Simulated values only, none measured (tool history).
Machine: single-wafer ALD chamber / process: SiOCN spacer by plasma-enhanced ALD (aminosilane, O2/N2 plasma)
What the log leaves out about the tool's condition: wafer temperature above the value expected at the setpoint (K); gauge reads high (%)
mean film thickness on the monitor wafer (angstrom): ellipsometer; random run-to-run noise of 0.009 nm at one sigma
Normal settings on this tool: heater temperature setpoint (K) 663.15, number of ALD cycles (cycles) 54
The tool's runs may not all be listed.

| run | hour | heater temperature setpoint (K) | number of ALD cycles (cycles) | wafers since the last listed run | hours since the last thermocouple change | hours since the gauge calibration | read-back reference wafer on the same gauge, thickness_nm | mean film thickness on the monitor wafer (angstrom) |
|---|---|---|---|---|---|---|---|---|
| 1 | 0 | 663.15 | 54 | 0 | 1795.7 | 134.7 | 4.053 | 35.76 |
| 2 | 30.9 | 663.15 | 54 | 137 | 1826.6 | 165.6 | 4.051 | 35.5 |
| 3 | 58.6 | 663.15 | 54 | 123 | 1854.3 | 193.3 | 4.047 | 35.41 |
| 4 | 82.3 | 663.15 | 54 | 105 | 1878 | 217 | 4.043 | 35.64 |
| 5 | 105.9 | 663.15 | 54 | 105 | 1901.6 | 240.6 | 4.042 | 35.69 |
| 6 | 133 | 663.15 | 54 | 120 | 1928.7 | 267.7 | 4.041 | 35.48 |
| 7 | 149.8 | 663.15 | 49 | 74 | 1945.5 | 284.5 | 4.042 | 32.37 |
| 8 | 183.1 | 659.15 | 61 | 148 | 1978.8 | 317.8 | 4.039 | 40.06 |
| 9 | 202.1 | 669.15 | 51 | 84 | 1997.8 | 336.8 | 4.04 | 33.4 |
|  | 221.5 | gauge calibrated |
|  | 223.6 | thermocouple changed; heater temperature recalibrated |
| 10 | 234.7 | 663.15 | 58 | 109 | 11.1 | 13.2 | 4.103 | 38.6 |
| 11 | 258.9 | 658.15 | 44 | 107 | 35.3 | 37.4 | 4.094 | 29.46 |
| 12 | 277.8 | 663.15 | 54 | 84 | 54.2 | 56.3 | 4.085 | 35.93 |
| 13 | 305.1 | 655.15 | 45 | 121 | 81.5 | 83.6 | 4.08 | 29.89 |
| 14 | 337.7 | 656.15 | 58 | 145 | 114.1 | 116.2 | 4.073 | 38.37 |

Run-by-run hidden state of the tool:
wafer temperature above the value expected at the setpoint (K): 0 on each run
H1: gauge reads high (%)
| run | H1 |
|---|---|
| 1 | -1.13 |
| 2 | -1.23 |
| 3 | -1.29 |
| 4 | -1.34 |
| 5 | -1.37 |
| 6 | -1.41 |
| 7 | -1.42 |
| 8 | -1.45 |
| 9 | -1.46 |
| 10 | 0.0648 |
| 11 | -0.177 |
| 12 | -0.332 |
| 13 | -0.513 |
| 14 | -0.676 |
